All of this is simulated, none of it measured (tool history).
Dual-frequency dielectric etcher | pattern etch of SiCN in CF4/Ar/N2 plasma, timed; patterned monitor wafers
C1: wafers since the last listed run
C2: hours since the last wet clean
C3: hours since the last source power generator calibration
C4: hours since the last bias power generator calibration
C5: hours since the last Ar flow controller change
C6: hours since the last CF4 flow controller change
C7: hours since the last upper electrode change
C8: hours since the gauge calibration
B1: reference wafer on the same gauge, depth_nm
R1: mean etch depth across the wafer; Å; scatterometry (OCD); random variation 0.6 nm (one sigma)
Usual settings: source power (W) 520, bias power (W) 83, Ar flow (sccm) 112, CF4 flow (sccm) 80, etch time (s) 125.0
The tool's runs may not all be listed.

{"run": 1, "hour": 0.0, "source power (W)": 520, "bias power (W)": 83, "Ar flow (sccm)": 94, "CF4 flow (sccm)": 80, "etch time (s)": 125.0, "C1": 0, "C2": 163.6, "C3": 1515.5, "C4": 4131.3, "C5": 3882.9, "C6": 2923.9, "C7": 3939.8, "C8": 1027.5, "B1": 139.0, "R1": 1486}
{"hour": 42.7, "done": "bias power generator calibrated"}
{"run": 2, "hour": 55.8, "source power (W)": 520, "bias power (W)": 83, "Ar flow (sccm)": 94, "CF4 flow (sccm)": 80, "etch time (s)": 125.0, "C1": 507, "C2": 219.4, "C3": 1571.3, "C4": 13.1, "C5": 3938.7, "C6": 2979.7, "C7": 3995.6, "C8": 1083.3, "B1": 139.0, "R1": 1436}
{"run": 3, "hour": 161.9, "source power (W)": 520, "bias power (W)": 83, "Ar flow (sccm)": 112, "CF4 flow (sccm)": 80, "etch time (s)": 125.0, "C1": 1038, "C2": 325.5, "C3": 1677.4, "C4": 119.2, "C5": 4044.8, "C6": 3085.8, "C7": 4101.7, "C8": 1189.4, "B1": 139.2, "R1": 1416}
{"hour": 226.5, "done": "upper electrode replaced, of another model than before"}
{"run": 4, "hour": 268.0, "source power (W)": 520, "bias power (W)": 83, "Ar flow (sccm)": 112, "CF4 flow (sccm)": 80, "etch time (s)": 125.0, "C1": 803, "C2": 431.6, "C3": 1783.5, "C4": 225.3, "C5": 4150.9, "C6": 3191.9, "C7": 41.5, "C8": 1295.5, "B1": 139.1, "R1": 1416}
{"run": 5, "hour": 362.1, "source power (W)": 520, "bias power (W)": 103, "Ar flow (sccm)": 91, "CF4 flow (sccm)": 80, "etch time (s)": 125.0, "C1": 921, "C2": 525.7, "C3": 1877.6, "C4": 319.4, "C5": 4245.0, "C6": 3286.0, "C7": 135.6, "C8": 1389.6, "B1": 139.0, "R1": 1563}
{"hour": 420.6, "done": "wet clean of the chamber"}
{"run": 6, "hour": 450.5, "source power (W)": 560, "bias power (W)": 91, "Ar flow (sccm)": 99, "CF4 flow (sccm)": 80, "etch time (s)": 108.0, "C1": 630, "C2": 29.9, "C3": 1966.0, "C4": 407.8, "C5": 4333.4, "C6": 3374.4, "C7": 224.0, "C8": 1478.0, "B1": 138.7, "R1": 1349}
{"run": 7, "hour": 516.4, "source power (W)": 520, "bias power (W)": 83, "Ar flow (sccm)": 112, "CF4 flow (sccm)": 80, "etch time (s)": 125.0, "C1": 645, "C2": 95.8, "C3": 2031.9, "C4": 473.7, "C5": 4399.3, "C6": 3440.3, "C7": 289.9, "C8": 1543.9, "B1": 138.9, "R1": 1420}
{"run": 8, "hour": 616.8, "source power (W)": 520, "bias power (W)": 94, "Ar flow (sccm)": 130, "CF4 flow (sccm)": 80, "etch time (s)": 90.0, "C1": 983, "C2": 196.2, "C3": 2132.3, "C4": 574.1, "C5": 4499.7, "C6": 3540.7, "C7": 390.3, "C8": 1644.3, "B1": 139.0, "R1": 1055}
{"hour": 657.4, "done": "Ar flow controller replaced"}
{"hour": 689.4, "done": "gauge calibrated"}
{"run": 9, "hour": 702.9, "source power (W)": 450, "bias power (W)": 83, "Ar flow (sccm)": 112, "CF4 flow (sccm)": 92, "etch time (s)": 125.0, "C1": 784, "C2": 282.3, "C3": 2218.4, "C4": 660.2, "C5": 45.5, "C6": 3626.8, "C7": 476.4, "C8": 13.5, "B1": 139.0, "R1": 1313}
{"run": 10, "hour": 785.9, "source power (W)": 520, "bias power (W)": 83, "Ar flow (sccm)": 112, "CF4 flow (sccm)": 87, "etch time (s)": 125.0, "C1": 812, "C2": 365.3, "C3": 2301.4, "C4": 743.2, "C5": 128.5, "C6": 3709.8, "C7": 559.4, "C8": 96.5, "B1": 139.0, "R1": 1424}
{"run": 11, "hour": 841.6, "source power (W)": 520, "bias power (W)": 98, "Ar flow (sccm)": 112, "CF4 flow (sccm)": 80, "etch time (s)": 125.0, "C1": 545, "C2": 421.0, "C3": 2357.1, "C4": 798.9, "C5": 184.2, "C6": 3765.5, "C7": 615.1, "C8": 152.2, "B1": 139.0, "R1": 1513}
{"hour": 894.7, "done": "wet clean of the chamber"}
{"run": 12, "hour": 907.2, "source power (W)": 590, "bias power (W)": 89, "Ar flow (sccm)": 100, "CF4 flow (sccm)": 75, "etch time (s)": 125.0, "C1": 407, "C2": 12.5, "C3": 2422.7, "C4": 864.5, "C5": 249.8, "C6": 3831.1, "C7": 680.7, "C8": 217.8, "B1": 139.1, "R1": 1598}
{"hour": 993.9, "done": "CF4 flow controller replaced"}
{"hour": 1056.1, "done": "source power generator calibrated"}
{"run": 13, "hour": 1196.0, "source power (W)": 520, "bias power (W)": 83, "Ar flow (sccm)": 96, "CF4 flow (sccm)": 80, "etch time (s)": 109.5, "C1": 2730, "C2": 301.3, "C3": 139.9, "C4": 1153.3, "C5": 538.6, "C6": 202.1, "C7": 969.5, "C8": 506.6, "B1": 139.0, "R1": 1255}
{"run": 14, "hour": 1270.8, "source power (W)": 520, "bias power (W)": 83, "Ar flow (sccm)": 112, "CF4 flow (sccm)": 80, "etch time (s)": 125.0, "C1": 732, "C2": 376.1, "C3": 214.7, "C4": 1228.1, "C5": 613.4, "C6": 276.9, "C7": 1044.3, "C8": 581.4, "B1": 139.0, "R1": 1429}
{"run": 15, "hour": 1367.0, "source power (W)": 520, "bias power (W)": 83, "Ar flow (sccm)": 112, "CF4 flow (sccm)": 73, "etch time (s)": 125.0, "C1": 942, "C2": 472.3, "C3": 310.9, "C4": 1324.3, "C5": 709.6, "C6": 373.1, "C7": 1140.5, "C8": 677.6, "B1": 139.2, "R1": 1412}
{"run": 16, "hour": 1411.7, "source power (W)": 620, "bias power (W)": 83, "Ar flow (sccm)": 97, "CF4 flow (sccm)": 74, "etch time (s)": 162.5, "C1": 437, "C2": 517.0, "C3": 355.6, "C4": 1369.0, "C5": 754.3, "C6": 417.8, "C7": 1185.2, "C8": 722.3, "B1": 139.0, "R1": 2114}
{"hour": 1460.5, "done": "wet clean of the chamber"}
{"run": 17, "hour": 1502.0, "source power (W)": 520, "bias power (W)": 89, "Ar flow (sccm)": 112, "CF4 flow (sccm)": 96, "etch time (s)": 125.0, "C1": 649, "C2": 41.5, "C3": 445.9, "C4": 1459.3, "C5": 844.6, "C6": 508.1, "C7": 1275.5, "C8": 812.6, "B1": 139.0, "R1": 1492}
{"run": 18, "hour": 1599.8, "source power (W)": 520, "bias power (W)": 83, "Ar flow (sccm)": 112, "CF4 flow (sccm)": 80, "etch time (s)": 125.0, "C1": 957, "C2": 139.3, "C3": 543.7, "C4": 1557.1, "C5": 942.4, "C6": 605.9, "C7": 1373.3, "C8": 910.4, "B1": 138.9, "R1": 1425}
{"run": 19, "hour": 1666.9, "source power (W)": 520, "bias power (W)": 74, "Ar flow (sccm)": 112, "CF4 flow (sccm)": 80, "etch time (s)": 140.5, "C1": 657, "C2": 206.4, "C3": 610.8, "C4": 1624.2, "C5": 1009.5, "C6": 673.0, "C7": 1440.4, "C8": 977.5, "B1": 138.8, "R1": 1545}
{"run": 20, "hour": 1730.2, "source power (W)": 640, "bias power (W)": 83, "Ar flow (sccm)": 112, "CF4 flow (sccm)": 80, "etch time (s)": 140.5, "C1": 619, "C2": 269.7, "C3": 674.1, "C4": 1687.5, "C5": 1072.8, "C6": 736.3, "C7": 1503.7, "C8": 1040.8, "B1": 138.9, "R1": 1873}

5 ways to go on from here, each from the tool as it stands after run 20. What would each give?
{"run": "A", "hour": 1730.7, "source power (W)": 520, "bias power (W)": 83, "Ar flow (sccm)": 112, "CF4 flow (sccm)": 80, "etch time (s)": 88.0, "C1": 4, "C2": 270.2, "C3": 674.6, "C4": 1688.0, "C5": 1073.3, "C6": 736.8, "C7": 1504.2, "C8": 1041.3, "B1": "?", "R1": "?"}
{"run": "B", "hour": 1730.7, "source power (W)": 560, "bias power (W)": 76, "Ar flow (sccm)": 139, "CF4 flow (sccm)": 80, "etch time (s)": 125.0, "C1": 4, "C2": 270.2, "C3": 674.6, "C4": 1688.0, "C5": 1073.3, "C6": 736.8, "C7": 1504.2, "C8": 1041.3, "B1": "?", "R1": "?"}
{"run": "C", "hour": 1730.7, "source power (W)": 490, "bias power (W)": 83, "Ar flow (sccm)": 112, "CF4 flow (sccm)": 95, "etch time (s)": 125.0, "C1": 4, "C2": 270.2, "C3": 674.6, "C4": 1688.0, "C5": 1073.3, "C6": 736.8, "C7": 1504.2, "C8": 1041.3, "B1": "?", "R1": "?"}
{"run": "D", "hour": 1730.7, "source power (W)": 460, "bias power (W)": 68, "Ar flow (sccm)": 112, "CF4 flow (sccm)": 64, "etch time (s)": 158.5, "C1": 4, "C2": 270.2, "C3": 674.6, "C4": 1688.0, "C5": 1073.3, "C6": 736.8, "C7": 1504.2, "C8": 1041.3, "B1": "?", "R1": "?"}
{"run": "E", "hour": 1730.7, "source power (W)": 520, "bias power (W)": 67, "Ar flow (sccm)": 112, "CF4 flow (sccm)": 80, "etch time (s)": 125.0, "C1": 4, "C2": 270.2, "C3": 674.6, "C4": 1688.0, "C5": 1073.3, "C6": 736.8, "C7": 1504.2, "C8": 1041.3, "B1": "?", "R1": "?"}

run=A B1=139.0 R1=1010
run=B B1=139.0 R1=1431
run=C B1=139.0 R1=1405
run=D B1=139.0 R1=1512
run=E B1=139.0 R1=1328
Without the tool's hidden state the same runs would have given:
run=A R1=998
run=B R1=1413
run=C R1=1388
run=D R1=1493
run=E R1=1312
